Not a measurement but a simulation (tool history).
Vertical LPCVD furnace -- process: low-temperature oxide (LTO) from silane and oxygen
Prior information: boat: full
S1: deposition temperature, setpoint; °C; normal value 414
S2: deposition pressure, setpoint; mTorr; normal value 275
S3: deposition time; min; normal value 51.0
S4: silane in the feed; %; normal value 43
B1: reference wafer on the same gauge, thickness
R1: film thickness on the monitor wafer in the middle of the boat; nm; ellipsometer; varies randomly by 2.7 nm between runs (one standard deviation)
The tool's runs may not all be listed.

| run | day | S1 | S2 | S3 | S4 | B1 | R1 |
|---|---|---|---|---|---|---|---|
| 1 | 0.000 | 414 | 275 | 40.5 | 43 | 732.90 | 648.33 |
| 2 | 4.142 | 414 | 275 | 40.5 | 43 | 733.38 | 648.30 |
| 3 | 7.975 | 414 | 275 | 51.0 | 43 | 733.23 | 821.58 |
| 4 | 11.962 | 414 | 275 | 51.0 | 43 | 733.11 | 813.09 |
| 5 | 14.450 | 414 | 275 | 51.0 | 43 | 732.96 | 817.26 |
| 6 | 16.529 | 423 | 275 | 51.0 | 41 | 732.68 | 851.04 |
|  | 19.233 | gauge calibrated |
| 7 | 19.600 | 423 | 275 | 51.0 | 41 | 734.10 | 850.87 |
| 8 | 21.225 | 414 | 315 | 51.0 | 43 | 733.66 | 940.57 |
| 9 | 25.133 | 414 | 315 | 51.0 | 43 | 732.21 | 936.59 |
| 10 | 31.725 | 414 | 230 | 46.5 | 43 | 733.96 | 622.82 |
| 11 | 34.017 | 414 | 230 | 46.5 | 43 | 732.89 | 620.55 |
| 12 | 37.858 | 414 | 275 | 51.0 | 43 | 732.49 | 818.48 |
| 13 | 41.225 | 414 | 275 | 51.0 | 43 | 734.24 | 816.80 |
| 14 | 45.338 | 422 | 275 | 51.0 | 48 | 732.67 | 976.33 |
| 15 | 48.292 | 423 | 275 | 51.0 | 37 | 733.12 | 753.80 |
| 16 | 52.029 | 423 | 275 | 51.0 | 39 | 733.15 | 805.62 |
| 17 | 54.958 | 414 | 275 | 63.0 | 39 | 732.52 | 904.96 |
| 18 | 56.688 | 414 | 275 | 51.0 | 43 | 733.61 | 818.05 |
|  | 57.750 | pressure gauge zeroed |
|  | 59.183 | silane flow controller replaced |
| 19 | 60.062 | 414 | 275 | 51.0 | 43 | 733.63 | 816.60 |
| 20 | 61.925 | 414 | 275 | 51.0 | 43 | 733.03 | 817.62 |
|  | 64.192 | thermocouples replaced and temperature profile calibrated |
| 21 | 64.971 | 414 | 250 | 39.0 | 40 | 732.84 | 525.11 |
| 22 | 66.738 | 414 | 250 | 71.0 | 43 | 731.73 | 1035.19 |
| 23 | 68.646 | 414 | 315 | 33.0 | 48 | 731.69 | 672.59 |
| 24 | 70.858 | 417 | 300 | 51.0 | 37 | 732.29 | 772.66 |
| 25 | 74.417 | 424 | 245 | 51.0 | 43 | 733.81 | 807.55 |
|  | 76.558 | gauge calibrated |
| 26 | 78.171 | 410 | 250 | 38.5 | 48 | 731.87 | 597.95 |
| 27 | 80.138 | 426 | 275 | 40.5 | 46 | 733.77 | 782.52 |
| 28 | 84.267 | 414 | 315 | 51.0 | 49 | 732.97 | 1056.31 |
| 29 | 86.962 | 409 | 275 | 70.0 | 43 | 733.35 | 1068.88 |
| 30 | 88.467 | 414 | 275 | 51.0 | 43 | 733.08 | 818.94 |
| 31 | 91.379 | 406 | 235 | 31.5 | 45 | 733.31 | 415.44 |

The tool's hidden state at each run:
true tube temperature minus thermocouple reading, K: 0, the same for each run
true pressure minus gauge reading, mTorr: 0, the same for each run
deviation of the silane flow from its setpoint, %: 0, the same for each run
gauge reads high (%): 0, the same for each run

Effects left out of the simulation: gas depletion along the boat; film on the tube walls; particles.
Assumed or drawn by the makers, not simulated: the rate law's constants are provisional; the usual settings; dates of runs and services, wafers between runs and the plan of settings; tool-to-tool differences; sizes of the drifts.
